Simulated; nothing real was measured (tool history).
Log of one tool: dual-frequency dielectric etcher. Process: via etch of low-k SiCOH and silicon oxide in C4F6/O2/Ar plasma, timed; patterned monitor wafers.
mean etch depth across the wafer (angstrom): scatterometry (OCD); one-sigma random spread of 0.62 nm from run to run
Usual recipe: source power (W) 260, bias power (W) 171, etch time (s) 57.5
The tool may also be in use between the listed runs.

run	hour	source power (W)	bias power (W)	etch time (s)	wafers since the last listed run	hours since the last wet clean	hours since the last source power generator calibration	hours since the last bias power generator calibration	hours since the last upper electrode change	hours since the gauge calibration	read-back reference wafer on the same gauge, depth_nm	mean etch depth across the wafer (angstrom)
1	0	260	171	57.5	0	200.4	923.3	4009.1	2976.6	1427.8	136	1244
2	51.2	260	171	57.5	804	251.6	974.5	4060.3	3027.8	1479	135.7	1238
3	133.2	260	171	57.5	1288	333.6	1056.5	4142.3	3109.8	1561	135.2	1240
# hour 213.4: wet clean of the chamber
4	213.9	260	171	57.5	890	0.5	1137.2	4223	3190.5	1641.7	134.6	1235
5	311.5	260	171	57.5	1533	98.1	1234.8	4320.6	3288.1	1739.3	134.2	1244
6	391.4	260	171	57.5	1255	178	1314.7	4400.5	3368	1819.2	134	1232
# hour 448.5: source power generator calibrated
7	483.1	260	171	57.5	1377	269.7	34.6	4492.2	3459.7	1910.9	133.3	1241
8	563.3	260	171	57.5	1259	349.9	114.8	4572.4	3539.9	1991.1	133	1226
9	652.9	260	171	62.5	1407	439.5	204.4	4662	3629.5	2080.7	132.1	1330
# hour 720.9: wet clean of the chamber
10	728.1	220	171	57.5	804	7.2	279.6	4737.2	3704.7	2155.9	131.4	1110
# hour 737.3: bias power generator calibrated
11	810.2	260	156	54	1226	89.3	361.7	72.9	3786.8	2238	131.1	1079
# hour 845.7: gauge calibrated
12	914.6	260	156	54	1640	193.7	466.1	177.3	3891.2	68.9	139.4	1142
13	987.3	200	171	57.5	1142	266.4	538.8	250	3963.9	141.6	139.5	1124
14	1037.8	280	213	52	793	316.9	589.3	300.5	4014.4	192.1	139.2	1341
# hour 1113.7: wet clean of the chamber
15	1128.6	260	156	54	1049	14.9	680.1	391.3	4105.2	282.9	139	1137
16	1205	300	148	57.5	1200	91.3	756.5	467.7	4181.6	359.3	139.2	1259
# hour 1276.3: upper electrode replaced
17	1310.9	230	160	57.5	1286	197.2	862.4	573.6	34.6	465.2	139.1	1162
18	1353.7	230	171	74	672	240	905.2	616.4	77.4	508	138.8	1564
19	1408.6	260	171	57.5	862	294.9	960.1	671.3	132.3	562.9	138.7	1266
20	1448.1	260	140	57.5	620	334.4	999.6	710.8	171.8	602.4	138.8	1152
21	1542.6	290	136	64.5	1484	428.9	1094.1	805.3	266.3	696.9	139	1347
# hour 1596.1: wet clean of the chamber
22	1625.1	260	171	57.5	919	29	1176.6	887.8	348.8	779.4	138.2	1261
23	1719.5	220	153	57.5	1483	123.4	1271	982.2	443.2	873.8	138.1	1103
24	1809.4	220	187	52.5	1412	213.3	1360.9	1072.1	533.1	963.7	137.7	1112
25	1867.4	260	171	68	911	271.3	1418.9	1130.1	591.1	1021.7	137.8	1495
26	1910.9	260	184	68.5	683	314.8	1462.4	1173.6	634.6	1065.2	137.5	1568
27	1970.2	240	146	73	931	374.1	1521.7	1232.9	693.9	1124.5	137.4	1411
28	2039.4	260	150	50	1087	443.3	1590.9	1302.1	763.1	1193.7	136.8	1028

5 ways to go on from here, each from the tool as it stands after run 28. What would each give?
A	2039.8	260	171	57.5	6	443.7	1591.3	1302.5	763.5	1194.1	?	?
B	2039.8	210	210	71.5	6	443.7	1591.3	1302.5	763.5	1194.1	?	?
C	2039.8	220	188	73.5	6	443.7	1591.3	1302.5	763.5	1194.1	?	?
D	2039.8	260	171	63.5	6	443.7	1591.3	1302.5	763.5	1194.1	?	?
E	2039.8	240	171	65	6	443.7	1591.3	1302.5	763.5	1194.1	?	?

run	read-back reference wafer on the same gauge, depth_nm	mean etch depth across the wafer (angstrom)
A	136.9	1255
B	136.9	1561
C	136.9	1553
D	136.9	1386
E	136.9	1365
Stripped of hidden state, with their random variation kept, the same runs would have yielded:
run	mean etch depth across the wafer (angstrom)
A	1273
B	1583
C	1575
D	1406
E	1385
